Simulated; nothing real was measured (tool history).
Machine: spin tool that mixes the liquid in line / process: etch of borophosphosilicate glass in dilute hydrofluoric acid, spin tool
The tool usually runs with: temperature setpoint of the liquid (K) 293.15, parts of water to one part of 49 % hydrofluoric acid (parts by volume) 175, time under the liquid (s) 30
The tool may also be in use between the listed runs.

run	hour	temperature setpoint of the liquid (K)	parts of water to one part of 49 % hydrofluoric acid (parts by volume)	time under the liquid (s)	read-back film thickness of the borophosphosilicate glass reference wafer, read on the same gauge (nm)	thickness taken off the borophosphosilicate glass on a monitor wafer (nm)
1	0.0	293.15	175	30	79.98	7.55
2	76.9	293.15	175	30	80.01	7.61
3	170.4	293.15	175	30	80.00	7.42
4	258.4	293.15	175	30	80.03	7.44
5	302.4	293.15	175	30	79.97	7.37
6	527.0	293.15	175	20	80.01	4.95
7	627.7	293.15	175	30	79.99	7.46
8	688.5	293.15	175	30	79.97	7.27
9	779.4	293.15	175	30	80.01	7.31
10	869.8	293.15	175	30	79.99	7.28
11	914.7	293.15	175	15	79.96	3.61
12	1013.1	293.15	175	15	79.98	3.64
13	1097.2	293.15	175	15	79.98	3.61
14	1218.9	295.15	175	45	80.03	12.64
15	1302.9	293.15	240	40	80.01	6.99
16	1375.2	293.15	175	20	79.98	5.17
17	1466.7	293.15	125	30	80.01	11.37
18	1553.4	293.15	175	30	79.97	7.59
19	1630.7	290.65	175	30	80.01	6.87
20	1685.0	293.15	175	50	80.05	12.79
21	1750.1	294.65	135	30	80.03	10.92
22	1856.6	297.15	120	30	80.01	13.82
23	1950.8	290.15	175	45	80.03	10.09
24	2011.4	296.65	175	30	80.01	8.69
25	2072.7	293.15	175	30	80.05	7.55
26	2117.1	295.15	175	20	79.96	5.40
27	2159.1	291.15	240	50	79.99	8.04
28	2206.2	293.15	245	45	80.02	7.49
29	2308.7	293.15	175	30	79.99	7.50
30	2410.3	296.15	175	30	80.01	8.41
31	2492.0	293.15	175	30	80.01	7.39

Missing from the log above: 4 entries noted between runs. For each, name the pair of listed runs it sits between and say how the tool's hidden condition differs from the listed run just before to the listed run just after:
From run 6 to run 7: hydrofluoric acid flow meter replaced (hour 619.9)
  liquid colder than its thermometer reads (K): 1.42 -> 1.51
  measured less the result without the state, thickness taken off the borophosphosilicate glass on a monitor wafer (nm): -0.28 -> -0.46
From run 13 to run 14: thermometer replaced (hour 1128.5)
  liquid colder than its thermometer reads (K): 1.9 -> 0.176
  measured less the result without the state, thickness taken off the borophosphosilicate glass on a monitor wafer (nm): -0.28 -> -0.09
From run 18 to run 19: gauge calibrated (hour 1564.5)
  liquid colder than its thermometer reads (K): 0.453 -> 0.517
  measured less the result without the state, thickness taken off the borophosphosilicate glass on a monitor wafer (nm): -0.14 -> -0.14
From run 21 to run 22: hydrofluoric acid flow meter replaced (hour 1803.1)
  liquid colder than its thermometer reads (K): 0.617 -> 0.705
  measured less the result without the state, thickness taken off the borophosphosilicate glass on a monitor wafer (nm): -0.27 -> -0.39
